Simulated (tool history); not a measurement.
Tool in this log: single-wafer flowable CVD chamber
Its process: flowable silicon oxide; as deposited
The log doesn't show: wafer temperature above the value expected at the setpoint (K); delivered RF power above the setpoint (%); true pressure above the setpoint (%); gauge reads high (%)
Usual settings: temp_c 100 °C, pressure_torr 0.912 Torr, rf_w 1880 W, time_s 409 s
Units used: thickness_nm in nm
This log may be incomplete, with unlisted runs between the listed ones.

run	hour	temp_c	pressure_torr	rf_w	time_s	wafers since the last listed run	hours since the last thermocouple change	hours since the last RF generator calibration	hours since the last manometer calibration	hours since the showerhead was replaced	hours since the gauge calibration	read-back reference wafer on the same gauge, thickness_nm	thickness_nm
1	0	100	0.912	1880	409	0	2710	628.7	648.8	6225.2	204.2	346.79	316.217
2	24	100	0.912	1880	409	107	2734	652.7	672.8	6249.2	228.2	346.537	321.87
3	48.1	100	0.912	1880	409	107	2758.1	676.8	696.9	6273.3	252.3	347.08	319.723
4	70	100	0.912	1880	409	97	2780	698.7	718.8	6295.2	274.2	347.126	319.973
5	91.1	100	0.912	1880	409	94	2801.1	719.8	739.9	6316.3	295.3	346.871	319.975
6	107.4	100	0.912	1880	409	72	2817.4	736.1	756.2	6332.6	311.6	347.126	321.507
7	134.7	100	0.912	1880	409	122	2844.7	763.4	783.5	6359.9	338.9	346.883	321.455
# hour 156.9: capacitance manometer re-zeroed and calibrated
8	158.9	100	0.848	1880	427	72	2868.9	787.6	2	6384.1	363.1	347.606	324.675
# hour 175.7: RF generator calibrated
9	181.2	100	0.848	1880	427	63	2891.2	5.5	24.3	6406.4	385.4	346.645	330.549
# hour 211.8: capacitance manometer re-zeroed and calibrated, repeated, since the last time left the tool worse
# hour 218.3: showerhead replaced
10	218.8	100	0.912	1880	409	103	2928.8	43.1	7	0.5	423	346.932	308.444
11	221.3	109	0.804	2150	438	11	2931.3	45.6	9.5	3	425.5	347.052	229.098
# hour 224.5: gauge calibrated
# hour 245.9: thermocouple changed; heater temperature recalibrated
12	246.4	104	1.081	1690	376	76	0.5	70.7	34.6	28.1	21.9	346.905	287.067
13	278.2	112	1.031	2245	409	142	32.3	102.5	66.4	59.9	53.7	346.841	255.453
14	302.2	100	0.912	2230	432	107	56.3	126.5	90.4	83.9	77.7	346.796	337.049

For run 15, what comes out?
15	325.9	100	0.912	1880	409	105	80	150.2	114.1	107.6	101.4	?	?

Run 15 yielded read-back reference wafer on the same gauge, thickness_nm 346.941, thickness_nm 309.233 nm.
With no hidden state in the tool, this same run would have given thickness_nm 304.865 nm.
